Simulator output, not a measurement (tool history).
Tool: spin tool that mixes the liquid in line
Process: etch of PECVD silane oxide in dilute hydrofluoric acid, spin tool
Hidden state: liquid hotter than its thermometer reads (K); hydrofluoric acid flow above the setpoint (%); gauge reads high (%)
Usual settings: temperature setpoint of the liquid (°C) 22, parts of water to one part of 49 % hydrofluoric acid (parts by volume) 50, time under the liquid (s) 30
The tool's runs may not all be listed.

run   hour  temperature setpoint of the liquid (°C)  parts of water to one part of 49 % hydrofluoric acid (parts by volume)  time under the liquid (s)  wafers since the last listed run  hours since the thermometer was replaced  hours since the hydrofluoric acid flow meter was replaced  hours since the gauge calibration  read-back film thickness of the PECVD silane oxide reference wafer, read on the same gauge (nm)  thickness taken off the PECVD silane oxide on a monitor wafer (angstrom)
  1      0                                       22                                                                      50                         30                                 0                                    2292.2                                                      943.8                              622.6                                                                                            60.02                                                                     245.6
       1.6  -- hydrofluoric acid flow meter replaced
  2    7.5                                       22                                                                      50                         30                                99                                    2299.7                                                        5.9                              630.1                                                                                            60.02                                                                     243.5
  3   24.2                                       22                                                                      50                         15                               255                                    2316.4                                                       22.6                              646.8                                                                                            60.01                                                                     121.7
  4   31.5                                       22                                                                      50                         30                               111                                    2323.7                                                       29.9                              654.1                                                                                            60.02                                                                     244.4
  5   40.7                                       22                                                                      50                         30                               140                                    2332.9                                                       39.1                              663.3                                                                                            59.97                                                                     243.1
  6   49.7                                       22                                                                      50                         30                               137                                    2341.9                                                       48.1                              672.3                                                                                            59.97                                                                     241.2
  7   65.7                                       22                                                                      50                         30                               244                                    2357.9                                                       64.1                              688.3                                                                                               60                                                                     243.1
  8   75.2                                       24                                                                      50                         15                               145                                    2367.4                                                       73.6                              697.8                                                                                            59.99                                                                     130.9
  9   81.4                                       22                                                                      50                         30                                94                                    2373.6                                                       79.8                                704                                                                                               60                                                                     245.2
 10   91.9                                     19.5                                                                      30                         25                               160                                    2384.1                                                       90.3                              714.5                                                                                               60                                                                     312.4
 11  102.3                                       27                                                                      35                         30                               159                                    2394.5                                                      100.7                              724.9                                                                                            60.02                                                                       437
 12  112.9                                       22                                                                      50                         30                               162                                    2405.1                                                      111.3                              735.5                                                                                            59.99                                                                       245
 13    119                                       20                                                                      25                         15                                93                                    2411.2                                                      117.4                              741.6                                                                                            60.01                                                                       233
 14  150.1                                       22                                                                      50                         30                               475                                    2442.3                                                      148.5                              772.7                                                                                            60.02                                                                     243.9
 15  161.1                                       22                                                                      70                         30                               168                                    2453.3                                                      159.5                              783.7                                                                                            60.01                                                                     168.5
 16  178.3                                       17                                                                      50                         45                               263                                    2470.5                                                      176.7                              800.9                                                                                            59.99                                                                     293.6
 17  185.9                                       26                                                                      50                         30                               116                                    2478.1                                                      184.3                              808.5                                                                                            59.97                                                                     287.1
     192.1  -- gauge calibrated
 18    196                                       22                                                                      50                         30                               154                                    2488.2                                                      194.4                                3.9                                                                                               60                                                                     246.7
 19  213.6                                       22                                                                      50                         40                               269                                    2505.8                                                        212                               21.5                                                                                            60.02                                                                     324.3
 20  219.9                                       22                                                                      30                         30                                96                                    2512.1                                                      218.3                               27.8                                                                                               60                                                                     419.1
 21  235.8                                     25.5                                                                      50                         30                               243                                      2528                                                      234.2                               43.7                                                                                            60.01                                                                     281.3
 22  252.8                                     19.5                                                                      65                         40                               260                                      2545                                                      251.2                               60.7                                                                                            60.02                                                                     219.4
 23  267.9                                       22                                                                      35                         45                               231                                    2560.1                                                      266.3                               75.8                                                                                            60.03                                                                     530.6
 24  280.6                                       24                                                                      70                         40                               194                                    2572.8                                                        279                               88.5                                                                                            60.01                                                                     244.2
     288.5  -- thermometer replaced
 25  290.6                                     26.5                                                                      65                         20                               137                                       2.1                                                        289                               98.5                                                                                            59.98                                                                       132
 26  307.1                                       22                                                                      50                         30                               252                                      18.6                                                      305.5                                115                                                                                            59.95                                                                     220.1
 27  327.8                                       27                                                                      30                         40                               316                                      39.3                                                      326.2                              135.7                                                                                            59.97                                                                     617.9
 28  336.5                                       22                                                                      50                         30                               133                                        48                                                      334.9                              144.4                                                                                            60.02                                                                     217.3
 29  381.9                                       25                                                                      40                         50                               694                                      93.4                                                      380.3                              189.8                                                                                            60.01                                                                     534.1
 30    396                                       22                                                                      50                         20                               215                                     107.5                                                      394.4                              203.9                                                                                            60.02                                                                     146.3
 31    412                                       22                                                                      50                         30                               244                                     123.5                                                      410.4                              219.9                                                                                            60.01                                                                     221.1
 32  428.9                                       22                                                                      50                         30                               258                                     140.4                                                      427.3                              236.8                                                                                            60.03                                                                     218.9

Forecast each of these 5 alternatives for the next run:
  A  429.3                                       22                                                                      35                         30                                 6                                     140.8                                                      427.7                              237.2                                                                                                ?                                                                         ?
  B  429.3                                     17.5                                                                      40                         45                                 6                                     140.8                                                      427.7                              237.2                                                                                                ?                                                                         ?
  C  429.3                                       22                                                                      65                         30                                 6                                     140.8                                                      427.7                              237.2                                                                                                ?                                                                         ?
  D  429.3                                     26.5                                                                      50                         30                                 6                                     140.8                                                      427.7                              237.2                                                                                                ?                                                                         ?
  E  429.3                                       18                                                                      60                         30                                 6                                     140.8                                                      427.7                              237.2                                                                                                ?                                                                         ?

run  read-back film thickness of the PECVD silane oxide reference wafer, read on the same gauge (nm)  thickness taken off the PECVD silane oxide on a monitor wafer (angstrom)
  A                                                                                            60.02                                                                     324.3
  B                                                                                            60.02                                                                     348.9
  C                                                                                            60.02                                                                     168.1
  D                                                                                            60.02                                                                     267.7
  E                                                                                            60.02                                                                     154.9
Without the tool's hidden state the same runs would have given:
run  thickness taken off the PECVD silane oxide on a monitor wafer (angstrom)
  A                                                                     318.5
  B                                                                     342.5
  C                                                                     165.1
  D                                                                     263.1
  E                                                                       152

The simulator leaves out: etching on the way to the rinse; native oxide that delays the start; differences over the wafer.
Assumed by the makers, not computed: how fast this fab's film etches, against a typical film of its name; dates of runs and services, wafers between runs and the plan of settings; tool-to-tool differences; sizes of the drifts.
